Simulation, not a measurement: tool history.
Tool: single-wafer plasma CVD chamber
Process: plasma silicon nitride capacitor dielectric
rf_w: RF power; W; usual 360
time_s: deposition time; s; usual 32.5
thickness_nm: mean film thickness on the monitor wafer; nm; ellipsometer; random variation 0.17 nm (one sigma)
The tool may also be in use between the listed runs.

run,day,rf_w,time_s,wafers since the last listed run,hours since the last RF generator calibration,hours since the showerhead was replaced,hours since the gauge calibration,"read-back reference wafer on the same gauge, thickness_nm",thickness_nm
1,0.000,410,32.5,0,764.0,4203.0,750.6,35.000,44.035
2,3.358,410,32.5,1451,844.6,4283.6,831.2,34.977,43.989
3,6.021,410,32.5,1151,908.5,4347.5,895.1,35.050,43.822
4,8.792,400,32.5,1197,975.0,4414.0,961.6,35.014,43.456
5,19.158,400,32.5,4482,1223.8,4662.8,1210.4,35.014,43.306
6,22.367,400,32.5,1387,1300.8,4739.8,1287.4,35.049,43.559
7,26.529,360,32.5,1799,1400.7,4839.7,1387.3,35.067,42.115
8,29.342,360,32.5,1215,1468.2,4907.2,1454.8,35.037,42.176
9,33.388,360,32.5,1749,1565.3,5004.3,1551.9,34.972,42.222
10,36.912,360,32.5,1524,1649.9,5088.9,1636.5,34.972,42.306
11,39.283,360,32.5,1025,1706.8,5145.8,1693.4,34.957,42.135
12,41.250,360,32.5,850,1754.0,5193.0,1740.6,35.009,41.914
13,45.712,360,32.5,1929,1861.1,5300.1,1847.7,34.976,42.287
14,49.767,360,36.4,1752,1958.4,5397.4,1945.0,35.025,47.024
15,54.154,360,32.5,1896,2063.7,5502.7,2050.3,34.989,42.015
16,57.750,360,32.5,1554,2150.0,5589.0,2136.6,34.958,41.806
17,61.554,360,32.5,1644,2241.3,5680.3,2227.9,34.953,41.828
# day 64.921: RF generator calibrated
18,64.942,360,32.5,1320,0.5,5761.6,2309.2,34.987,42.898
19,69.338,360,32.5,1900,106.0,5867.1,2414.7,34.969,42.817
20,73.242,360,32.5,1687,199.7,5960.8,2508.4,34.928,42.732
21,77.129,360,26.6,1680,293.0,6054.1,2601.7,34.996,34.869
# day 78.471: showerhead replaced
22,81.388,430,34.6,1696,395.2,70.0,2703.9,35.000,47.716
# day 84.896: gauge calibrated
23,85.471,390,36.1,1765,493.2,168.0,13.8,35.050,48.257
24,88.392,360,32.5,1262,563.3,238.1,83.9,35.012,42.498
25,90.008,295,29.3,698,602.1,276.9,122.7,35.004,36.521
26,92.896,390,32.5,1248,671.4,346.2,192.0,35.001,43.308
27,96.612,300,32.5,1606,760.6,435.4,281.2,35.019,40.846
28,100.250,290,32.5,1572,847.9,522.7,368.5,35.008,40.225
29,101.942,360,32.5,731,888.5,563.3,409.1,35.030,42.303
30,106.100,405,32.5,1797,988.3,663.1,508.9,34.989,43.782
31,110.350,360,32.5,1837,1090.3,765.1,610.9,34.991,42.493
32,114.421,400,32.5,1760,1188.0,862.8,708.6,34.974,43.211
33,116.296,360,32.5,810,1233.0,907.8,753.6,35.028,42.199
34,118.454,290,32.5,933,1284.8,959.6,805.4,35.004,40.262
35,121.633,310,26.4,1374,1361.1,1035.9,881.7,34.970,33.162
36,126.075,290,29.7,1920,1467.7,1142.5,988.3,35.000,37.119
37,130.342,395,36.2,1844,1570.1,1244.9,1090.7,34.970,48.214
38,134.671,380,36.1,1871,1674.0,1348.8,1194.6,35.024,47.326
39,138.033,400,26.8,1453,1754.7,1429.5,1275.3,35.009,35.646

3 options for the next run, each taken on its own from the tool as it stands now. Forecast them:
A,138.050,330,32.5,7,1755.1,1429.9,1275.7,?,?
B,138.050,315,26.6,7,1755.1,1429.9,1275.7,?,?
C,138.050,295,32.5,7,1755.1,1429.9,1275.7,?,?

run,"read-back reference wafer on the same gauge, thickness_nm",thickness_nm
A,35.000,41.434
B,35.000,33.547
C,35.000,40.377
With the hidden condition removed and each run's random variation left untouched, the same runs would have given:
run,thickness_nm
A,42.111
B,34.096
C,41.037

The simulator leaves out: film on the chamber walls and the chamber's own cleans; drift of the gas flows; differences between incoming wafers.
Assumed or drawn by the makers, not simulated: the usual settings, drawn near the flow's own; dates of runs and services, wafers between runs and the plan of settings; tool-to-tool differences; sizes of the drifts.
